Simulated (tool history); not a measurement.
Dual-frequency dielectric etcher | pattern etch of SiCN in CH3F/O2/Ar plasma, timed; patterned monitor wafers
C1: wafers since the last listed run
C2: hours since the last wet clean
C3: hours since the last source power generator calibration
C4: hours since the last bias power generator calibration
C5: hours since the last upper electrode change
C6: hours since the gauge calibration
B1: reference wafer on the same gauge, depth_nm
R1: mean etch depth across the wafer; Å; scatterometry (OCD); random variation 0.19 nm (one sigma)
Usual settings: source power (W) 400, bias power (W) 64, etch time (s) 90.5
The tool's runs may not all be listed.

{"run": 1, "day": 0.0, "source power (W)": 400, "bias power (W)": 64, "etch time (s)": 70.5, "C1": 0, "C2": 398.7, "C3": 2250.9, "C4": 3921.4, "C5": 2768.4, "C6": 74.1, "B1": 23.65, "R1": 219.2}
{"run": 2, "day": 0.592, "source power (W)": 400, "bias power (W)": 64, "etch time (s)": 70.5, "C1": 106, "C2": 412.9, "C3": 2265.1, "C4": 3935.6, "C5": 2782.6, "C6": 88.3, "B1": 23.6, "R1": 219.5}
{"run": 3, "day": 1.271, "source power (W)": 360, "bias power (W)": 64, "etch time (s)": 73.5, "C1": 122, "C2": 429.2, "C3": 2281.4, "C4": 3951.9, "C5": 2798.9, "C6": 104.6, "B1": 23.64, "R1": 217.8}
{"run": 4, "day": 1.704, "source power (W)": 360, "bias power (W)": 64, "etch time (s)": 73.5, "C1": 78, "C2": 439.6, "C3": 2291.8, "C4": 3962.3, "C5": 2809.3, "C6": 115, "B1": 23.59, "R1": 216.5}
{"run": 5, "day": 2.342, "source power (W)": 360, "bias power (W)": 64, "etch time (s)": 73.5, "C1": 115, "C2": 454.9, "C3": 2307.1, "C4": 3977.6, "C5": 2824.6, "C6": 130.3, "B1": 23.66, "R1": 215.5}
{"day": 3.496, "done": "gauge calibrated"}
{"day": 3.625, "done": "upper electrode replaced"}
{"run": 6, "day": 4.546, "source power (W)": 400, "bias power (W)": 52, "etch time (s)": 90.5, "C1": 217, "C2": 507.8, "C3": 2360, "C4": 4030.5, "C5": 22.1, "C6": 25.2, "B1": 23.63, "R1": 266.1}
{"run": 7, "day": 5.079, "source power (W)": 400, "bias power (W)": 64, "etch time (s)": 90.5, "C1": 96, "C2": 520.6, "C3": 2372.8, "C4": 4043.3, "C5": 34.9, "C6": 38, "B1": 23.63, "R1": 280.3}
{"day": 5.404, "done": "bias power generator calibrated"}
{"run": 8, "day": 5.483, "source power (W)": 400, "bias power (W)": 64, "etch time (s)": 90.5, "C1": 42, "C2": 530.3, "C3": 2382.5, "C4": 1.9, "C5": 44.6, "C6": 47.7, "B1": 23.58, "R1": 281.7}
{"day": 6.679, "done": "source power generator calibrated"}
{"day": 6.688, "done": "wet clean of the chamber"}
{"run": 9, "day": 6.708, "source power (W)": 400, "bias power (W)": 64, "etch time (s)": 70.5, "C1": 188, "C2": 0.5, "C3": 0.7, "C4": 31.3, "C5": 74, "C6": 77.1, "B1": 23.55, "R1": 217.3}
{"run": 10, "day": 6.725, "source power (W)": 490, "bias power (W)": 70, "etch time (s)": 66.5, "C1": 3, "C2": 0.9, "C3": 1.1, "C4": 31.7, "C5": 74.4, "C6": 77.5, "B1": 23.66, "R1": 232}
{"run": 11, "day": 6.738, "source power (W)": 400, "bias power (W)": 52, "etch time (s)": 108.5, "C1": 2, "C2": 1.2, "C3": 1.4, "C4": 32, "C5": 74.7, "C6": 77.8, "B1": 23.59, "R1": 318.4}
{"run": 12, "day": 7.054, "source power (W)": 400, "bias power (W)": 64, "etch time (s)": 90.5, "C1": 57, "C2": 8.8, "C3": 9, "C4": 39.6, "C5": 82.3, "C6": 85.4, "B1": 23.58, "R1": 280.7}
{"run": 13, "day": 7.779, "source power (W)": 440, "bias power (W)": 68, "etch time (s)": 65, "C1": 130, "C2": 26.2, "C3": 26.4, "C4": 57, "C5": 99.7, "C6": 102.8, "B1": 23.57, "R1": 214.6}
{"run": 14, "day": 8.292, "source power (W)": 460, "bias power (W)": 64, "etch time (s)": 117, "C1": 92, "C2": 38.5, "C3": 38.7, "C4": 69.3, "C5": 112, "C6": 115.1, "B1": 23.6, "R1": 384.6}

The next listed run, before its measurement:
{"run": 15, "day": 8.575, "source power (W)": 470, "bias power (W)": 79, "etch time (s)": 90.5, "C1": 51, "C2": 45.3, "C3": 45.5, "C4": 76.1, "C5": 118.8, "C6": 121.9, "B1": "?", "R1": "?"}

{"run 15": {"B1": 23.59, "R1": 325.6}}
Without the tool's hidden state the same run would have given R1 325.6 Å.

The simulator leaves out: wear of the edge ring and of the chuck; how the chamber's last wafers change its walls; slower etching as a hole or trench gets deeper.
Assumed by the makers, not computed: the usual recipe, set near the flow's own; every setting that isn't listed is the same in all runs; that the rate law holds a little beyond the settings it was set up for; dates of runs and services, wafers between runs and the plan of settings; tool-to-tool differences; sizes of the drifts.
